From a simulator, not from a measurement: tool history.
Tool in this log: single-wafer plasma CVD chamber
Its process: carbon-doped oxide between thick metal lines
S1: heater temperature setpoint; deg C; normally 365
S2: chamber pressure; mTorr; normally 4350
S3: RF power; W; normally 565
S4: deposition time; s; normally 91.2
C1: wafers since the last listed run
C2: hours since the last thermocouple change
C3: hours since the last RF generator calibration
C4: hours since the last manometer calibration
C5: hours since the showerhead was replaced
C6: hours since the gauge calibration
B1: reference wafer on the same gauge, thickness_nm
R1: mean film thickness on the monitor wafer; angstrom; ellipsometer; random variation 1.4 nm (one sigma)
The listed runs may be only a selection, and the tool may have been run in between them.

{"run": 1, "day": 0.0, "S1": 365, "S2": 4350, "S3": 565, "S4": 91.2, "C1": 0, "C2": 1485.2, "C3": 371.9, "C4": 842.9, "C5": 4208.8, "C6": 62.2, "B1": 470.53, "R1": 4935.24}
{"run": 2, "day": 0.583, "S1": 365, "S2": 4350, "S3": 565, "S4": 91.2, "C1": 248, "C2": 1499.2, "C3": 385.9, "C4": 856.9, "C5": 4222.8, "C6": 76.2, "B1": 470.925, "R1": 4929.54}
{"run": 3, "day": 2.054, "S1": 365, "S2": 4350, "S3": 565, "S4": 91.2, "C1": 626, "C2": 1534.5, "C3": 421.2, "C4": 892.2, "C5": 4258.1, "C6": 111.5, "B1": 471, "R1": 4946.66}
{"run": 4, "day": 3.262, "S1": 365, "S2": 4350, "S3": 565, "S4": 91.2, "C1": 514, "C2": 1563.5, "C3": 450.2, "C4": 921.2, "C5": 4287.1, "C6": 140.5, "B1": 471.589, "R1": 4932.49}
{"run": 5, "day": 4.612, "S1": 365, "S2": 4350, "S3": 565, "S4": 91.2, "C1": 574, "C2": 1595.9, "C3": 482.6, "C4": 953.6, "C5": 4319.5, "C6": 172.9, "B1": 471.776, "R1": 4971.15}
{"day": 7.767, "done": "thermocouple changed; heater temperature recalibrated"}
{"run": 6, "day": 8.1, "S1": 365, "S2": 4350, "S3": 565, "S4": 91.2, "C1": 1342, "C2": 8, "C3": 566.3, "C4": 1037.3, "C5": 4403.2, "C6": 256.6, "B1": 473.621, "R1": 4957.69}
{"run": 7, "day": 10.621, "S1": 365, "S2": 4350, "S3": 565, "S4": 91.2, "C1": 1073, "C2": 68.5, "C3": 626.8, "C4": 1097.8, "C5": 4463.7, "C6": 317.1, "B1": 474.801, "R1": 4982.18}
{"run": 8, "day": 11.171, "S1": 365, "S2": 4350, "S3": 565, "S4": 91.2, "C1": 234, "C2": 81.7, "C3": 640, "C4": 1111, "C5": 4476.9, "C6": 330.3, "B1": 475.699, "R1": 4970.38}
{"run": 9, "day": 12.433, "S1": 351, "S2": 4350, "S3": 565, "S4": 101.5, "C1": 537, "C2": 112, "C3": 670.3, "C4": 1141.3, "C5": 4507.2, "C6": 360.6, "B1": 475.977, "R1": 5750.31}
{"run": 10, "day": 12.962, "S1": 365, "S2": 4350, "S3": 565, "S4": 91.2, "C1": 225, "C2": 124.7, "C3": 683, "C4": 1154, "C5": 4519.9, "C6": 373.3, "B1": 476.787, "R1": 4978.35}
{"run": 11, "day": 14.188, "S1": 365, "S2": 4350, "S3": 565, "S4": 104.6, "C1": 521, "C2": 154.1, "C3": 712.4, "C4": 1183.4, "C5": 4549.3, "C6": 402.7, "B1": 477.664, "R1": 5738.12}
{"day": 14.829, "done": "gauge calibrated"}
{"run": 12, "day": 15.038, "S1": 354, "S2": 3590, "S3": 470, "S4": 106.5, "C1": 361, "C2": 174.5, "C3": 732.8, "C4": 1203.8, "C5": 4569.7, "C6": 5, "B1": 471.86, "R1": 5349.92}
{"day": 15.6, "done": "showerhead replaced"}
{"run": 13, "day": 16.004, "S1": 357, "S2": 4350, "S3": 565, "S4": 78.3, "C1": 269, "C2": 197.7, "C3": 756, "C4": 1227, "C5": 9.7, "C6": 28.2, "B1": 470.482, "R1": 4323.21}
{"day": 16.671, "done": "RF generator calibrated"}
{"day": 16.754, "done": "capacitance manometer re-zeroed and calibrated"}
{"run": 14, "day": 16.896, "S1": 365, "S2": 4350, "S3": 645, "S4": 74.6, "C1": 202, "C2": 219.1, "C3": 5.4, "C4": 3.4, "C5": 31.1, "C6": 49.6, "B1": 471.579, "R1": 4284.1}
{"run": 15, "day": 18.375, "S1": 359, "S2": 3550, "S3": 565, "S4": 91.2, "C1": 629, "C2": 254.6, "C3": 40.9, "C4": 38.9, "C5": 66.6, "C6": 85.1, "B1": 471.636, "R1": 4927.41}
{"run": 16, "day": 19.767, "S1": 365, "S2": 4350, "S3": 630, "S4": 91.2, "C1": 592, "C2": 288, "C3": 74.3, "C4": 72.3, "C5": 100, "C6": 118.5, "B1": 472.476, "R1": 5183.96}
{"run": 17, "day": 21.096, "S1": 365, "S2": 4350, "S3": 565, "S4": 91.2, "C1": 565, "C2": 319.9, "C3": 106.2, "C4": 104.2, "C5": 131.9, "C6": 150.4, "B1": 472.05, "R1": 4923.62}

Below are 4 alternative next runs, each starting from the tool's condition after run 17. Predict each:
{"run": "A", "day": 21.112, "S1": 365, "S2": 4350, "S3": 565, "S4": 91.2, "C1": 7, "C2": 320.3, "C3": 106.6, "C4": 104.6, "C5": 132.3, "C6": 150.8, "B1": "?", "R1": "?"}
{"run": "B", "day": 21.112, "S1": 353, "S2": 4350, "S3": 565, "S4": 91.2, "C1": 7, "C2": 320.3, "C3": 106.6, "C4": 104.6, "C5": 132.3, "C6": 150.8, "B1": "?", "R1": "?"}
{"run": "C", "day": 21.112, "S1": 365, "S2": 4640, "S3": 565, "S4": 85.5, "C1": 7, "C2": 320.3, "C3": 106.6, "C4": 104.6, "C5": 132.3, "C6": 150.8, "B1": "?", "R1": "?"}
{"run": "D", "day": 21.112, "S1": 365, "S2": 4030, "S3": 630, "S4": 85.7, "C1": 7, "C2": 320.3, "C3": 106.6, "C4": 104.6, "C5": 132.3, "C6": 150.8, "B1": "?", "R1": "?"}

run=A B1=471.96 R1=4948.38
run=B B1=471.96 R1=5110.13
run=C B1=471.96 R1=4663.54
run=D B1=471.96 R1=4867.17
Take away the tool's hidden state, keep each run's random variation, and the runs would have read:
run=A R1=4935.79
run=B R1=5097.12
run=C R1=4651.67
run=D R1=4854.77
